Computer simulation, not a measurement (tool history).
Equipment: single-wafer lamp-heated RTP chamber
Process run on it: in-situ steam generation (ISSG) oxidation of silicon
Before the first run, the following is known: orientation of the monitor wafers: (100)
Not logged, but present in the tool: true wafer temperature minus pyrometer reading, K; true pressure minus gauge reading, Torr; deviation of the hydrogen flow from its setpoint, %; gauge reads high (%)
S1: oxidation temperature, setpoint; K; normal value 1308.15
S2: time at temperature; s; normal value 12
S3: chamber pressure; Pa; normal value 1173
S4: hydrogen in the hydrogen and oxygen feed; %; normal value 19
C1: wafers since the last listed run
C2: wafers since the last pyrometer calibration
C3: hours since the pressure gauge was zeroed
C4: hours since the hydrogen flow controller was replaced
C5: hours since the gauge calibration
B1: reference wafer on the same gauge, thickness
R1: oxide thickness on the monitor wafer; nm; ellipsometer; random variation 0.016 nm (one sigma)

| run | hour | S1 | S2 | S3 | S4 | C1 | C2 | C3 | C4 | C5 | B1 | R1 |
|---|---|---|---|---|---|---|---|---|---|---|---|---|
| 1 | 0.0 | 1308.15 | 12 | 1173 | 19 | 0 | 1275 | 2458.0 | 5590.0 | 105.5 | 4.428 | 4.803 |
| 2 | 13.4 | 1308.15 | 12 | 1173 | 19 | 163 | 1438 | 2471.4 | 5603.4 | 118.9 | 4.425 | 4.779 |
| 3 | 45.3 | 1308.15 | 12 | 1173 | 19 | 389 | 1827 | 2503.3 | 5635.3 | 150.8 | 4.424 | 4.763 |
| 4 | 69.2 | 1308.15 | 12 | 1173 | 19 | 291 | 2119 | 2527.2 | 5659.2 | 174.7 | 4.416 | 4.756 |
| 5 | 86.3 | 1308.15 | 12 | 1173 | 19 | 208 | 2327 | 2544.3 | 5676.3 | 191.8 | 4.414 | 4.791 |
| 6 | 99.5 | 1308.15 | 12 | 1173 | 19 | 161 | 2488 | 2557.5 | 5689.5 | 205.0 | 4.408 | 4.766 |
| 7 | 117.4 | 1308.15 | 12 | 1173 | 16 | 218 | 2707 | 2575.4 | 5707.4 | 222.9 | 4.402 | 4.570 |
| 8 | 147.2 | 1308.15 | 12 | 1173 | 16 | 363 | 3070 | 2605.2 | 5737.2 | 252.7 | 4.405 | 4.585 |
| 9 | 175.2 | 1308.15 | 12 | 1173 | 16 | 341 | 3412 | 2633.2 | 5765.2 | 280.7 | 4.404 | 4.585 |
| 10 | 194.3 | 1308.15 | 12 | 1173 | 19 | 232 | 3645 | 2652.3 | 5784.3 | 299.8 | 4.394 | 4.761 |
|  | 219.9 | pressure gauge zeroed |
| 11 | 221.4 | 1308.15 | 12 | 1173 | 19 | 232 | 3878 | 1.5 | 5811.4 | 326.9 | 4.397 | 4.750 |
| 12 | 241.9 | 1308.15 | 12 | 1173 | 19 | 250 | 4128 | 22.0 | 5831.9 | 347.4 | 4.389 | 4.781 |
| 13 | 271.3 | 1308.15 | 12 | 1173 | 11 | 358 | 4486 | 51.4 | 5861.3 | 376.8 | 4.394 | 4.196 |
| 14 | 305.0 | 1308.15 | 12 | 1173 | 19 | 411 | 4898 | 85.1 | 5895.0 | 410.5 | 4.387 | 4.753 |
| 15 | 326.7 | 1320.15 | 12 | 1173 | 22 | 264 | 5162 | 106.8 | 5916.7 | 432.2 | 4.387 | 5.165 |
|  | 358.3 | gauge calibrated |
|  | 388.3 | hydrogen flow controller replaced |
| 16 | 406.0 | 1323.15 | 16 | 1173 | 19 | 869 | 6032 | 186.1 | 17.7 | 47.7 | 4.459 | 5.980 |
| 17 | 431.7 | 1308.15 | 12 | 1080 | 19 | 313 | 6345 | 211.8 | 43.4 | 73.4 | 4.460 | 4.839 |
| 18 | 451.0 | 1318.15 | 12 | 1267 | 19 | 235 | 6581 | 231.1 | 62.7 | 92.7 | 4.440 | 4.998 |
|  | 470.6 | pyrometer window cleaned and pyrometer calibrated |
| 19 | 477.2 | 1308.15 | 12 | 1360 | 19 | 221 | 80 | 257.3 | 88.9 | 118.9 | 4.432 | 4.713 |
| 20 | 508.4 | 1308.15 | 12 | 1173 | 19 | 380 | 461 | 288.5 | 120.1 | 150.1 | 4.429 | 4.786 |
| 21 | 524.7 | 1319.15 | 12 | 1280 | 16 | 198 | 660 | 304.8 | 136.4 | 166.4 | 4.428 | 4.810 |
| 22 | 543.1 | 1308.15 | 8 | 1053 | 26 | 224 | 884 | 323.2 | 154.8 | 184.8 | 4.424 | 4.328 |
| 23 | 578.0 | 1290.15 | 12 | 1173 | 12 | 425 | 1310 | 358.1 | 189.7 | 219.7 | 4.420 | 4.001 |
| 24 | 595.4 | 1302.15 | 9 | 1253 | 19 | 212 | 1522 | 375.5 | 207.1 | 237.1 | 4.412 | 4.015 |
| 25 | 630.3 | 1308.15 | 12 | 1173 | 19 | 425 | 1948 | 410.4 | 242.0 | 272.0 | 4.417 | 4.779 |
| 26 | 659.3 | 1308.15 | 15 | 1013 | 19 | 353 | 2301 | 439.4 | 271.0 | 301.0 | 4.407 | 5.318 |

For each entry between runs, how does the tool's hidden state at the last listed run before it compare with that at the first listed run after it?
Run 10 -> run 11: pressure gauge zeroed (hour 219.9)
  gauge reads high (%): -1.85 -> -1.89
  measured minus no-state result, R1: -0.090 -> -0.091 nm
Run 15 -> run 16: gauge calibrated (hour 358.3); hydrogen flow controller replaced (hour 388.3)
  gauge reads high (%): -2.01 -> -0.454
  measured minus no-state result, R1: -0.106 -> -0.028 nm
Run 18 -> run 19: pyrometer window cleaned and pyrometer calibrated (hour 470.6)
  gauge reads high (%): -0.777 -> -0.928
  measured minus no-state result, R1: -0.039 -> -0.044 nm
